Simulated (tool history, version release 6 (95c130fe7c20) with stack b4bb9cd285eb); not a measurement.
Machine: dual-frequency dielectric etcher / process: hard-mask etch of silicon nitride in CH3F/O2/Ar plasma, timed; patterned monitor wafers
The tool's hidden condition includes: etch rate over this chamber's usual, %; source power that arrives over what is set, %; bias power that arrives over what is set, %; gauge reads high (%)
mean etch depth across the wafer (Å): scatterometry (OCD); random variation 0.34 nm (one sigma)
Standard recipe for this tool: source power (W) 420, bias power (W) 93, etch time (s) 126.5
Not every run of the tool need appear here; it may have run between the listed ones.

| run | hour | source power (W) | bias power (W) | etch time (s) | wafers since the last listed run | hours since the last wet clean | hours since the last source power generator calibration | hours since the last bias power generator calibration | hours since the last upper electrode change | hours since the gauge calibration | read-back reference wafer on the same gauge, depth_nm | mean etch depth across the wafer (Å) |
|---|---|---|---|---|---|---|---|---|---|---|---|---|
| 1 | 0.0 | 420 | 93 | 116.0 | 0 | 255.6 | 3136.9 | 4222.1 | 2799.2 | 2189.9 | 86.3 | 915 |
| 2 | 36.9 | 390 | 93 | 144.0 | 284 | 292.5 | 3173.8 | 4259.0 | 2836.1 | 2226.8 | 86.2 | 1091 |
|  | 106.2 | upper electrode replaced |
| 3 | 117.3 | 390 | 93 | 144.0 | 435 | 372.9 | 3254.2 | 4339.4 | 11.1 | 2307.2 | 86.2 | 1090 |
|  | 173.0 | gauge calibrated |
| 4 | 193.9 | 420 | 84 | 126.5 | 591 | 449.5 | 3330.8 | 4416.0 | 87.7 | 20.9 | 86.2 | 969 |
| 5 | 266.3 | 420 | 84 | 126.5 | 558 | 521.9 | 3403.2 | 4488.4 | 160.1 | 93.3 | 86.1 | 976 |
| 6 | 324.5 | 420 | 84 | 126.5 | 449 | 580.1 | 3461.4 | 4546.6 | 218.3 | 151.5 | 86.2 | 971 |
| 7 | 368.4 | 420 | 93 | 145.0 | 338 | 624.0 | 3505.3 | 4590.5 | 262.2 | 195.4 | 86.3 | 1147 |
| 8 | 413.3 | 380 | 107 | 155.0 | 346 | 668.9 | 3550.2 | 4635.4 | 307.1 | 240.3 | 86.2 | 1202 |
|  | 459.9 | wet clean of the chamber |
| 9 | 460.4 | 420 | 93 | 161.5 | 178 | 0.5 | 3597.3 | 4682.5 | 354.2 | 287.4 | 86.2 | 1271 |
| 10 | 556.8 | 470 | 78 | 115.0 | 744 | 96.9 | 3693.7 | 4778.9 | 450.6 | 383.8 | 86.2 | 922 |
|  | 621.7 | source power generator calibrated |
| 11 | 717.3 | 420 | 86 | 126.5 | 1208 | 257.4 | 95.6 | 4939.4 | 611.1 | 544.3 | 86.3 | 970 |
| 12 | 810.0 | 420 | 93 | 126.5 | 715 | 350.1 | 188.3 | 5032.1 | 703.8 | 637.0 | 86.2 | 997 |
| 13 | 904.2 | 380 | 80 | 126.5 | 727 | 444.3 | 282.5 | 5126.3 | 798.0 | 731.2 | 86.2 | 906 |
| 14 | 948.7 | 420 | 84 | 126.5 | 343 | 488.8 | 327.0 | 5170.8 | 842.5 | 775.7 | 86.2 | 963 |
| 15 | 1015.9 | 340 | 78 | 115.0 | 518 | 556.0 | 394.2 | 5238.0 | 909.7 | 842.9 | 86.1 | 767 |
| 16 | 1081.1 | 480 | 93 | 126.5 | 503 | 621.2 | 459.4 | 5303.2 | 974.9 | 908.1 | 86.2 | 1065 |
|  | 1137.6 | bias power generator calibrated |
| 17 | 1175.4 | 420 | 93 | 126.5 | 697 | 715.5 | 553.7 | 37.8 | 1069.2 | 1002.4 | 86.2 | 993 |
|  | 1263.9 | wet clean of the chamber |
| 18 | 1264.4 | 490 | 72 | 116.0 | 501 | 0.5 | 642.7 | 126.8 | 1158.2 | 1091.4 | 86.2 | 929 |
| 19 | 1292.6 | 360 | 93 | 126.5 | 217 | 28.7 | 670.9 | 155.0 | 1186.4 | 1119.6 | 86.1 | 915 |
| 20 | 1351.5 | 500 | 84 | 161.5 | 454 | 87.6 | 729.8 | 213.9 | 1245.3 | 1178.5 | 86.2 | 1348 |
| 21 | 1441.7 | 420 | 85 | 126.5 | 696 | 177.8 | 820.0 | 304.1 | 1335.5 | 1268.7 | 86.2 | 973 |
| 22 | 1528.6 | 420 | 93 | 126.5 | 670 | 264.7 | 906.9 | 391.0 | 1422.4 | 1355.6 | 86.2 | 998 |
| 23 | 1824.3 | 380 | 111 | 152.0 | 2282 | 560.4 | 1202.6 | 686.7 | 1718.1 | 1651.3 | 86.2 | 1194 |
| 24 | 1894.9 | 510 | 110 | 162.0 | 545 | 631.0 | 1273.2 | 757.3 | 1788.7 | 1721.9 | 86.2 | 1479 |
| 25 | 1976.2 | 420 | 93 | 126.5 | 627 | 712.3 | 1354.5 | 838.6 | 1870.0 | 1803.2 | 86.2 | 1001 |
|  | 2087.7 | wet clean of the chamber |
| 26 | 2118.8 | 450 | 93 | 126.5 | 915 | 31.1 | 1497.1 | 981.2 | 2012.6 | 1945.8 | 86.2 | 1034 |
| 27 | 2227.9 | 420 | 110 | 162.5 | 842 | 140.2 | 1606.2 | 1090.3 | 2121.7 | 2054.9 | 86.2 | 1352 |
| 28 | 2281.2 | 420 | 93 | 145.0 | 411 | 193.5 | 1659.5 | 1143.6 | 2175.0 | 2108.2 | 86.2 | 1141 |
| 29 | 2321.3 | 420 | 93 | 126.5 | 309 | 233.6 | 1699.6 | 1183.7 | 2215.1 | 2148.3 | 86.1 | 1000 |

5 ways to go on from here, each from the tool as it stands after run 29. What would each give?
| A | 2321.8 | 420 | 93 | 126.5 | 3 | 234.1 | 1700.1 | 1184.2 | 2215.6 | 2148.8 | ? | ? |
| B | 2321.8 | 350 | 85 | 152.0 | 3 | 234.1 | 1700.1 | 1184.2 | 2215.6 | 2148.8 | ? | ? |
| C | 2321.8 | 320 | 93 | 126.5 | 3 | 234.1 | 1700.1 | 1184.2 | 2215.6 | 2148.8 | ? | ? |
| D | 2321.8 | 520 | 93 | 108.5 | 3 | 234.1 | 1700.1 | 1184.2 | 2215.6 | 2148.8 | ? | ? |
| E | 2321.8 | 370 | 83 | 126.5 | 3 | 234.1 | 1700.1 | 1184.2 | 2215.6 | 2148.8 | ? | ? |

| run | read-back reference wafer on the same gauge, depth_nm | mean etch depth across the wafer (Å) |
|---|---|---|
| A | 86.2 | 997 |
| B | 86.2 | 1055 |
| C | 86.2 | 854 |
| D | 86.2 | 954 |
| E | 86.2 | 900 |
Without the tool's unlogged condition, the same runs would have read:
| run | mean etch depth across the wafer (Å) |
|---|---|
| A | 997 |
| B | 1055 |
| C | 854 |
| D | 954 |
| E | 900 |
